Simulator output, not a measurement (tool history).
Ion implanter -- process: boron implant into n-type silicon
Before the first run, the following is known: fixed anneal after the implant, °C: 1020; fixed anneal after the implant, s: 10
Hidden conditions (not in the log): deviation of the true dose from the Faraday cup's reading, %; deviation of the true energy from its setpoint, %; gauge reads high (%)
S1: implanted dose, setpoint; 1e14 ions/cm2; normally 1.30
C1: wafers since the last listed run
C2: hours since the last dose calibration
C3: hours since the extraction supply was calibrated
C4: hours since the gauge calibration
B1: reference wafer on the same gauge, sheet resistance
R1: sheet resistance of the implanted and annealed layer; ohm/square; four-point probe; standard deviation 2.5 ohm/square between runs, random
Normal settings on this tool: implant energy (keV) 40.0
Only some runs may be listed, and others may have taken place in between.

{"run": 1, "day": 0.0, "S1": 1.3, "implant energy (keV)": 40.0, "C1": 0, "C2": 357.8, "C3": 2888.9, "C4": 749.0, "B1": 642.13, "R1": 612.75}
{"run": 2, "day": 2.538, "S1": 1.3, "implant energy (keV)": 40.0, "C1": 1000, "C2": 418.7, "C3": 2949.8, "C4": 809.9, "B1": 641.8, "R1": 614.98}
{"run": 3, "day": 12.433, "S1": 1.3, "implant energy (keV)": 40.0, "C1": 3903, "C2": 656.2, "C3": 3187.3, "C4": 1047.4, "B1": 642.0, "R1": 612.49}
{"run": 4, "day": 16.283, "S1": 0.99, "implant energy (keV)": 40.0, "C1": 1518, "C2": 748.6, "C3": 3279.7, "C4": 1139.8, "B1": 642.2, "R1": 741.08}
{"run": 5, "day": 17.992, "S1": 0.99, "implant energy (keV)": 40.0, "C1": 673, "C2": 789.6, "C3": 3320.7, "C4": 1180.8, "B1": 642.43, "R1": 744.19}
{"run": 6, "day": 21.683, "S1": 0.99, "implant energy (keV)": 40.0, "C1": 1456, "C2": 878.2, "C3": 3409.3, "C4": 1269.4, "B1": 642.55, "R1": 741.0}
{"run": 7, "day": 25.988, "S1": 1.07, "implant energy (keV)": 47.0, "C1": 1697, "C2": 981.5, "C3": 3512.6, "C4": 1372.7, "B1": 641.8, "R1": 684.3}
{"run": 8, "day": 28.179, "S1": 1.3, "implant energy (keV)": 40.0, "C1": 864, "C2": 1034.1, "C3": 3565.2, "C4": 1425.3, "B1": 642.77, "R1": 611.56}
{"run": 9, "day": 30.312, "S1": 1.3, "implant energy (keV)": 40.0, "C1": 841, "C2": 1085.3, "C3": 3616.4, "C4": 1476.5, "B1": 642.46, "R1": 613.21}
{"run": 10, "day": 32.2, "S1": 1.3, "implant energy (keV)": 40.0, "C1": 744, "C2": 1130.6, "C3": 3661.7, "C4": 1521.8, "B1": 641.85, "R1": 612.67}
{"day": 32.567, "done": "Faraday cup replaced and dose calibrated"}
{"run": 11, "day": 36.621, "S1": 1.3, "implant energy (keV)": 40.0, "C1": 1612, "C2": 97.3, "C3": 3767.8, "C4": 1627.9, "B1": 641.74, "R1": 614.19}
{"run": 12, "day": 41.067, "S1": 1.3, "implant energy (keV)": 40.0, "C1": 1753, "C2": 204.0, "C3": 3874.5, "C4": 1734.6, "B1": 641.8, "R1": 616.27}
{"run": 13, "day": 43.6, "S1": 1.3, "implant energy (keV)": 40.0, "C1": 999, "C2": 264.8, "C3": 3935.3, "C4": 1795.4, "B1": 641.58, "R1": 610.49}
{"day": 47.512, "done": "gauge calibrated"}
{"run": 14, "day": 56.446, "S1": 1.3, "implant energy (keV)": 48.5, "C1": 5066, "C2": 573.1, "C3": 4243.6, "C4": 214.4, "B1": 641.71, "R1": 597.46}
{"run": 15, "day": 59.875, "S1": 1.3, "implant energy (keV)": 52.5, "C1": 1352, "C2": 655.4, "C3": 4325.9, "C4": 296.7, "B1": 642.48, "R1": 583.3}
{"run": 16, "day": 63.888, "S1": 0.97, "implant energy (keV)": 34.0, "C1": 1582, "C2": 751.7, "C3": 4422.2, "C4": 393.0, "B1": 642.31, "R1": 772.86}
{"run": 17, "day": 65.538, "S1": 0.95, "implant energy (keV)": 30.0, "C1": 650, "C2": 791.3, "C3": 4461.8, "C4": 432.6, "B1": 642.5, "R1": 813.82}
{"run": 18, "day": 68.55, "S1": 1.3, "implant energy (keV)": 40.0, "C1": 1188, "C2": 863.6, "C3": 4534.1, "C4": 504.9, "B1": 641.27, "R1": 609.19}
{"run": 19, "day": 72.583, "S1": 1.49, "implant energy (keV)": 45.0, "C1": 1590, "C2": 960.4, "C3": 4630.9, "C4": 601.7, "B1": 641.83, "R1": 540.67}
{"day": 72.979, "done": "extraction supply calibrated"}
{"run": 20, "day": 75.421, "S1": 1.61, "implant energy (keV)": 40.0, "C1": 987, "C2": 1028.5, "C3": 58.6, "C4": 669.8, "B1": 642.08, "R1": 523.36}
{"run": 21, "day": 77.421, "S1": 1.5, "implant energy (keV)": 45.0, "C1": 788, "C2": 1076.5, "C3": 106.6, "C4": 717.8, "B1": 642.27, "R1": 544.89}
{"day": 78.325, "done": "Faraday cup replaced and dose calibrated"}
{"run": 22, "day": 80.612, "S1": 1.3, "implant energy (keV)": 40.0, "C1": 1127, "C2": 54.9, "C3": 183.2, "C4": 794.4, "B1": 642.36, "R1": 613.63}
{"run": 23, "day": 83.242, "S1": 1.41, "implant energy (keV)": 51.0, "C1": 1036, "C2": 118.0, "C3": 246.3, "C4": 857.5, "B1": 642.34, "R1": 555.11}
{"run": 24, "day": 87.442, "S1": 1.3, "implant energy (keV)": 40.0, "C1": 1656, "C2": 218.8, "C3": 347.1, "C4": 958.3, "B1": 641.2, "R1": 613.48}
{"run": 25, "day": 90.525, "S1": 1.61, "implant energy (keV)": 51.0, "C1": 1216, "C2": 292.8, "C3": 421.1, "C4": 1032.3, "B1": 642.12, "R1": 504.67}
{"run": 26, "day": 93.421, "S1": 1.3, "implant energy (keV)": 40.0, "C1": 1142, "C2": 362.3, "C3": 490.6, "C4": 1101.8, "B1": 641.87, "R1": 609.46}
{"run": 27, "day": 95.308, "S1": 1.57, "implant energy (keV)": 50.0, "C1": 744, "C2": 407.6, "C3": 535.9, "C4": 1147.1, "B1": 642.24, "R1": 514.51}
{"run": 28, "day": 99.196, "S1": 0.93, "implant energy (keV)": 50.0, "C1": 1533, "C2": 500.9, "C3": 629.2, "C4": 1240.4, "B1": 642.21, "R1": 750.2}

List, for all runs, the conditions of the tool that the log does not record:
deviation of the true dose from the Faraday cup's reading, %: 0 on each run
deviation of the true energy from its setpoint, %: 0 on each run
gauge reads high (%): 0 on each run

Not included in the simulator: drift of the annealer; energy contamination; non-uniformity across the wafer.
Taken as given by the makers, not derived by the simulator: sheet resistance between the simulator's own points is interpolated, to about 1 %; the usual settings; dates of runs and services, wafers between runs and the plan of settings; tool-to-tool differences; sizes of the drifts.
